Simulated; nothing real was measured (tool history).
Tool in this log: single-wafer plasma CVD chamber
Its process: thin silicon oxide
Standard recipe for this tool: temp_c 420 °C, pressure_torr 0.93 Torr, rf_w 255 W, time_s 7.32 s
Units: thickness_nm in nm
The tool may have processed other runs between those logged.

run,day,temp_c,pressure_torr,rf_w,time_s,wafers since the last listed run,hours since the last thermocouple change,hours since the last RF generator calibration,hours since the last manometer calibration,hours since the showerhead was replaced,hours since the gauge calibration,"read-back reference wafer on the same gauge, thickness_nm",thickness_nm
1,0,420,0.93,255,6.83,0,78.5,408.3,1959,3180.1,258.7,13.195,14.893
2,2.4,420,0.93,255,7.32,3467,136.1,465.9,2016.6,3237.7,316.3,13.206,16.016
3,3.988,431,1.042,255,7.32,2293,174.2,504,2054.7,3275.8,354.4,13.217,17.333
4,8.158,420,0.93,255,7.32,6025,274.3,604.1,2154.8,3375.9,454.5,13.194,15.85
5,12.362,420,0.93,255,7.32,6073,375.2,705,2255.7,3476.8,555.4,13.199,15.755
# day 14.704: capacitance manometer re-zeroed and calibrated
6,15.5,420,0.93,255,7.32,4051,450.5,780.3,19.1,3552.1,630.7,13.208,15.812
7,19.279,420,0.93,255,7.32,5459,541.2,871,109.8,3642.8,721.4,13.202,15.769
8,21,420,0.93,255,7.32,2486,582.5,912.3,151.1,3684.1,762.7,13.211,15.759
9,23.079,411,0.93,255,6.94,3003,632.4,962.2,201,3734,812.6,13.204,15.067
# day 24.946: gauge calibrated
10,26.971,428,0.93,255,5.92,5622,725.8,1055.6,294.4,3827.4,48.6,13.19,12.683
11,29.925,415,0.93,255,7.32,4267,796.7,1126.5,365.3,3898.3,119.5,13.189,15.684
# day 31.592: showerhead replaced
# day 31.658: RF generator calibrated
# day 31.975: thermocouple changed; heater temperature recalibrated
12,32.683,420,1.1,300,7.99,2948,17,24.6,431.5,26.2,185.7,13.199,21.637
13,37.008,433,1.065,255,8.07,6248,120.8,128.4,535.3,130,289.5,13.197,19.691
14,38.9,407,0.811,255,7.32,2732,166.2,173.8,580.7,175.4,334.9,13.204,14.101
15,42.667,411,0.93,255,6.94,5441,256.6,264.2,671.1,265.8,425.3,13.203,15.418

Consider 4 possible next runs. They are alternatives, not a sequence: every one starts from the tool as it was left by run 15. What does each give?
A,42.683,420,0.93,255,5.89,24,257,264.6,671.5,266.2,425.7,?,?
B,42.683,414,0.93,255,7.32,24,257,264.6,671.5,266.2,425.7,?,?
C,42.683,420,0.871,215,7.32,24,257,264.6,671.5,266.2,425.7,?,?
D,42.683,420,0.93,255,8.1,24,257,264.6,671.5,266.2,425.7,?,?

run,"read-back reference wafer on the same gauge, thickness_nm",thickness_nm
A,13.198,12.905
B,13.198,16.089
C,13.198,13.97
D,13.198,17.735
Had the tool no hidden state, the same runs would have come out as:
run,thickness_nm
A,13.158
B,16.404
C,14.258
D,18.083

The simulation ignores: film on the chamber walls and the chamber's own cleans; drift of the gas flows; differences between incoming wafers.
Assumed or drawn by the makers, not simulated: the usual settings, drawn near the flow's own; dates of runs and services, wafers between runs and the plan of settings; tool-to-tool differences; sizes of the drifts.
